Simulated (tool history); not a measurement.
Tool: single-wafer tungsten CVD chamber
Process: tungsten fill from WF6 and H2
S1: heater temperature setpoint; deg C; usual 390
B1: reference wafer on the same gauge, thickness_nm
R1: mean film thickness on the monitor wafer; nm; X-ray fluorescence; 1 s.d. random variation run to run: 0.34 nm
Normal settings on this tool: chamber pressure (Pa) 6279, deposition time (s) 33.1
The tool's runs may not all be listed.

Run 1, hour 0.0: usual settings but deposition time (s) 36.4; B1 123.962. Result: R1 122.038 nm.
Run 2, hour 14.7: usual settings; B1 124.037. Result: R1 110.020 nm.
Run 3, hour 26.5: usual settings; B1 123.893. Result: R1 111.279 nm.
Run 4, hour 38.6: usual settings; B1 124.015. Result: R1 111.317 nm.
Run 5, hour 56.1: usual settings; B1 124.027. Result: R1 111.201 nm.
Run 6, hour 64.0: usual settings; B1 123.956. Result: R1 110.837 nm.
Run 7, hour 77.1: usual settings; B1 123.937. Result: R1 111.548 nm.
Run 8, hour 86.0: usual settings but S1 394 deg C; B1 124.111. Result: R1 120.904 nm.
Run 9, hour 100.5: usual settings; B1 123.948. Result: R1 111.449 nm.
Run 10, hour 112.5: usual settings; B1 124.008. Result: R1 111.468 nm.
Run 11, hour 121.4: usual settings; B1 124.049. Result: R1 112.295 nm.
Run 12, hour 138.8: usual settings; B1 123.908. Result: R1 112.117 nm.
Run 13, hour 154.8: usual settings but deposition time (s) 28.2; B1 124.126. Result: R1 95.598 nm.
Run 14, hour 171.7: usual settings but deposition time (s) 28.2; B1 123.915. Result: R1 95.440 nm.
Run 15, hour 180.4: usual settings but deposition time (s) 28.2; B1 124.014. Result: R1 95.266 nm.
Run 16, hour 190.9: usual settings but S1 398 deg C; B1 123.967. Result: R1 130.319 nm.
Run 17, hour 199.7: usual settings but S1 398 deg C; B1 124.000. Result: R1 129.920 nm.
Run 18, hour 208.4: usual settings but S1 403 deg C, deposition time (s) 27.6; B1 123.999. Result: R1 119.684 nm.
Run 19, hour 225.3: usual settings; B1 124.038. Result: R1 112.488 nm.
Run 20, hour 241.8: usual settings but chamber pressure (Pa) 5626, deposition time (s) 30.3; B1 124.000. Result: R1 100.285 nm.
Run 21, hour 254.6: usual settings but S1 401 deg C, chamber pressure (Pa) 7773, deposition time (s) 31.2; B1 124.065. Result: R1 138.114 nm.
Run 22, hour 271.7: usual settings but S1 377 deg C; B1 124.013. Result: R1 87.294 nm.
Run 23, hour 286.9: usual settings but S1 382 deg C, chamber pressure (Pa) 7119; B1 123.958. Result: R1 102.267 nm.
Run 24, hour 303.5: usual settings but S1 379 deg C; B1 124.038. Result: R1 91.350 nm.
Run 25, hour 312.0: usual settings but S1 400 deg C, chamber pressure (Pa) 5586, deposition time (s) 30.5; B1 123.967. Result: R1 119.789 nm.
Run 26, hour 324.0: usual settings but S1 385 deg C, chamber pressure (Pa) 7439, deposition time (s) 37.0; B1 123.964. Result: R1 123.578 nm.
Run 27, hour 331.7: usual settings but S1 403 deg C, deposition time (s) 27.6; B1 124.047. Result: R1 120.059 nm.
Run 28, hour 342.0: usual settings but S1 379 deg C, chamber pressure (Pa) 5693, deposition time (s) 39.3; B1 124.016. Result: R1 94.153 nm.
Run 29, hour 358.6: usual settings; B1 123.972. Result: R1 103.216 nm.
Run 30, hour 374.1: usual settings but chamber pressure (Pa) 4760; B1 123.971. Result: R1 91.296 nm.
Run 31, hour 389.5: usual settings but S1 386 deg C, chamber pressure (Pa) 4786; B1 123.953. Result: R1 84.813 nm.
Run 32, hour 412.8: usual settings; B1 123.983. Result: R1 103.378 nm.
Run 33, hour 435.4: usual settings but S1 379 deg C, chamber pressure (Pa) 7679; B1 124.026. Result: R1 90.094 nm.
Run 34, hour 446.9: usual settings but chamber pressure (Pa) 7693, deposition time (s) 36.7; B1 124.030. Result: R1 124.669 nm.

Taken out of this log: 4 entries between the listed runs. Where each belongs, and how the hidden state differs across it:
Between runs 20 and 21: capacitance manometer re-zeroed and calibrated (hour 254.1)
  wafer temperature above the value expected at the setpoint (K): 4.05 -> 4.1
  difference, measured minus the result without the unlogged condition, R1: +7.611 -> +9.912 nm
Between runs 22 and 23: showerhead replaced, of another model than before (hour 282.9)
  wafer temperature above the value expected at the setpoint (K): 4.17 -> 4.23
  difference, measured minus the result without the unlogged condition, R1: +7.310 -> +8.472 nm
Between runs 27 and 28: thermocouple changed; heater temperature recalibrated (hour 341.0); gauge calibrated (hour 341.8)
  wafer temperature above the value expected at the setpoint (K): 4.42 -> -0.53
  difference, measured minus the result without the unlogged condition, R1: +9.194 -> -1.056 nm
